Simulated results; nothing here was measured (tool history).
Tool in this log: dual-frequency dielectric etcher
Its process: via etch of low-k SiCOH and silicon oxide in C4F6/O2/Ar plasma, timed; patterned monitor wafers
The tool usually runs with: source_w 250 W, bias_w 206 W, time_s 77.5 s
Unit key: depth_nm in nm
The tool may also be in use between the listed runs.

| run | hour | source_w | bias_w | time_s | wafers since the last listed run | hours since the last wet clean | hours since the last source power generator calibration | hours since the last bias power generator calibration | hours since the last upper electrode change | hours since the gauge calibration | read-back reference wafer on the same gauge, depth_nm | depth_nm |
|---|---|---|---|---|---|---|---|---|---|---|---|---|
| 1 | 0 | 250 | 206 | 77.5 | 0 | 362.1 | 460.5 | 2867.6 | 3984.2 | 557.7 | 196.7 | 196.1 |
| 2 | 64.7 | 250 | 206 | 77.5 | 632 | 426.8 | 525.2 | 2932.3 | 4048.9 | 622.4 | 197.7 | 198.1 |
| 3 | 116.4 | 280 | 206 | 77.5 | 505 | 478.5 | 576.9 | 2984 | 4100.6 | 674.1 | 197.3 | 200.8 |
| 4 | 155.7 | 280 | 206 | 77.5 | 384 | 517.8 | 616.2 | 3023.3 | 4139.9 | 713.4 | 197.2 | 201.2 |
| 5 | 188 | 230 | 206 | 77.5 | 315 | 550.1 | 648.5 | 3055.6 | 4172.2 | 745.7 | 197.6 | 193.5 |
|  | 244.2 | wet clean of the chamber |
| 6 | 358.4 | 230 | 206 | 77.5 | 1431 | 114.2 | 818.9 | 3226 | 4342.6 | 916.1 | 198.2 | 194 |
| 7 | 387.1 | 230 | 206 | 77.5 | 280 | 142.9 | 847.6 | 3254.7 | 4371.3 | 944.8 | 197.8 | 194.2 |
| 8 | 416.2 | 250 | 206 | 77.5 | 284 | 172 | 876.7 | 3283.8 | 4400.4 | 973.9 | 198.3 | 197 |
|  | 443.5 | upper electrode replaced |
| 9 | 473.1 | 250 | 206 | 77.5 | 321 | 228.9 | 933.6 | 3340.7 | 29.6 | 1030.8 | 198 | 198.5 |
| 10 | 534.1 | 250 | 206 | 77.5 | 596 | 289.9 | 994.6 | 3401.7 | 90.6 | 1091.8 | 198.4 | 198.8 |
| 11 | 583.7 | 250 | 206 | 77.5 | 485 | 339.5 | 1044.2 | 3451.3 | 140.2 | 1141.4 | 198.4 | 197 |
| 12 | 646.3 | 250 | 206 | 77.5 | 612 | 402.1 | 1106.8 | 3513.9 | 202.8 | 1204 | 198.3 | 199.6 |
|  | 677.7 | gauge calibrated |
| 13 | 681.9 | 250 | 206 | 77.5 | 348 | 437.7 | 1142.4 | 3549.5 | 238.4 | 4.2 | 191.5 | 189.9 |
|  | 779.3 | wet clean of the chamber |
| 14 | 827 | 270 | 174 | 87.5 | 1184 | 47.7 | 1287.5 | 3694.6 | 383.5 | 149.3 | 194.4 | 210.5 |
| 15 | 866.9 | 250 | 206 | 77.5 | 390 | 87.6 | 1327.4 | 3734.5 | 423.4 | 189.2 | 195 | 193.7 |
| 16 | 917.6 | 220 | 246 | 64 | 495 | 138.3 | 1378.1 | 3785.2 | 474.1 | 239.9 | 195.8 | 166.8 |
| 17 | 965.8 | 230 | 252 | 88 | 471 | 186.5 | 1426.3 | 3833.4 | 522.3 | 288.1 | 195.7 | 234.2 |
| 18 | 1008.3 | 250 | 206 | 77.5 | 415 | 229 | 1468.8 | 3875.9 | 564.8 | 330.6 | 196.4 | 195.7 |
| 19 | 1036.9 | 230 | 252 | 88 | 279 | 257.6 | 1497.4 | 3904.5 | 593.4 | 359.2 | 196.9 | 233.2 |
|  | 1047.1 | bias power generator calibrated |
| 20 | 1079.3 | 190 | 253 | 100 | 375 | 300 | 1539.8 | 32.2 | 635.8 | 401.6 | 197 | 261.2 |
|  | 1103.9 | source power generator calibrated |
| 21 | 1122.5 | 230 | 206 | 65 | 383 | 343.2 | 18.6 | 75.4 | 679 | 444.8 | 197.3 | 160.9 |
| 22 | 1175.8 | 250 | 206 | 77.5 | 521 | 396.5 | 71.9 | 128.7 | 732.3 | 498.1 | 197.9 | 197 |
| 23 | 1215.8 | 300 | 254 | 77.5 | 391 | 436.5 | 111.9 | 168.7 | 772.3 | 538.1 | 198 | 219.2 |
| 24 | 1261.4 | 280 | 184 | 88.5 | 445 | 482.1 | 157.5 | 214.3 | 817.9 | 583.7 | 198.4 | 223.9 |
| 25 | 1298.1 | 300 | 184 | 95 | 358 | 518.8 | 194.2 | 251 | 854.6 | 620.4 | 198.7 | 243.7 |
| 26 | 1343.2 | 270 | 206 | 77.5 | 441 | 563.9 | 239.3 | 296.1 | 899.7 | 665.5 | 198.7 | 202.7 |
| 27 | 1414.5 | 250 | 206 | 58.5 | 697 | 635.2 | 310.6 | 367.4 | 971 | 736.8 | 198.8 | 148.5 |

State the hidden condition of the tool at each of the runs:
etch rate over this chamber's usual, %: 0 on each run
source power that arrives over what is set, %: 0 on each run
bias power that arrives over what is set, %: 0 on each run
H1: gauge reads high (%)
| run | H1 |
|---|---|
| 1 | 3.05 |
| 2 | 3.21 |
| 3 | 3.32 |
| 4 | 3.39 |
| 5 | 3.45 |
| 6 | 3.67 |
| 7 | 3.7 |
| 8 | 3.72 |
| 9 | 3.77 |
| 10 | 3.81 |
| 11 | 3.84 |
| 12 | 3.87 |
| 13 | 0.324 |
| 14 | 1.76 |
| 15 | 2.07 |
| 16 | 2.42 |
| 17 | 2.7 |
| 18 | 2.93 |
| 19 | 3.06 |
| 20 | 3.25 |
| 21 | 3.41 |
| 22 | 3.59 |
| 23 | 3.71 |
| 24 | 3.83 |
| 25 | 3.92 |
| 26 | 4.02 |
| 27 | 4.15 |
